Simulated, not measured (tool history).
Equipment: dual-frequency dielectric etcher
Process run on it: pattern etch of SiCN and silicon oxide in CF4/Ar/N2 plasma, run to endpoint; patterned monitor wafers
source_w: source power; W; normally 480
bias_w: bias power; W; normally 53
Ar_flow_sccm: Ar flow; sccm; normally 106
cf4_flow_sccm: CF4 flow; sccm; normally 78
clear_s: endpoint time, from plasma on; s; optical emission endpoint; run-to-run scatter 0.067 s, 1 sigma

run     day  source_w  bias_w  Ar_flow_sccm  cf4_flow_sccm  incoming incoming film thickness, nm  clear_s
  1   0.000       440      53           106             90                                 12.42     15.3
  2   1.750       440      53           106             90                                 12.33     15.3
  3   3.154       440      53           106             90                                 12.39     15.2
  4  10.875       480      53           106             78                                 12.42     15.1
     14.417  -- wet clean of the chamber
  5  14.438       480      53           106             78                                 12.51     14.8
  6  15.129       480      53           106             78                                 12.33     14.5
     16.754  -- upper electrode replaced
  7  18.121       480      53           106             78                                 12.56     14.9
  8  20.096       480      53           106             78                                 12.56     15.0
  9  22.612       480      53           106             78                                 12.38     14.8
 10  24.958       480      53           106             78                                 12.51     15.0
 11  26.754       400      53           106             88                                 12.53     16.5
     28.188  -- Ar flow controller replaced
     30.871  -- bias power generator calibrated
     33.721  -- wet clean of the chamber
 12  35.321       480      66           119             84                                 12.43     13.8
 13  37.742       480      53           106             78                                 12.49     14.9
 14  40.433       480      44           114             78                                 12.57     16.0
     40.700  -- CF4 flow controller replaced
 15  42.992       480      53           119             62                                 12.60     16.0
 16  44.225       480      65           106             78                                 12.46     14.0
     45.088  -- source power generator calibrated
 17  45.642       400      53           106             71                                 12.35     16.9
 18  47.162       480      53           106             78                                 12.50     15.1
 19  48.883       360      53           126             67                                 12.59     18.8
 20  51.921       480      53           106             78                                 12.46     15.2
     54.358  -- wet clean of the chamber
 21  54.579       480      46           124             86                                 12.58     15.5
 22  57.000       480      53           106             78                                 12.64     15.1
 23  58.267       570      43           106             64                                 12.51     14.8

For some of the steps in clear_s from one run to the next: how much would appear even if the tool had no hidden state, given the settings, what came in and random variation, and how much remains for the hidden state plus any gauge scatter that the measured result and the result without hidden state don't share?
The tool's hidden condition here consists of: etch rate over this chamber's usual, %; source power that arrives over what is set, %; bias power that arrives over what is set, %; Ar flow that arrives over what is set, %; CF4 flow that arrives over what is set, %.
Run 4 -> 5: wet clean of the chamber. clear_s -0.3 s: hidden state -0.4, all else +0.1.
Run 18 -> 19: source_w 480 -> 360, Ar_flow_sccm 106 -> 126, cf4_flow_sccm 78 -> 67. clear_s +3.7 s: hidden state +0.2, all else +3.5.
Run 19 -> 20: source_w 360 -> 480, Ar_flow_sccm 126 -> 106, cf4_flow_sccm 67 -> 78. clear_s -3.6 s: hidden state -0.1, all else -3.5.
Run 20 -> 21: bias_w 53 -> 46, Ar_flow_sccm 106 -> 124, cf4_flow_sccm 78 -> 86, wet clean of the chamber. clear_s +0.3 s: hidden state -0.4, all else +0.7.
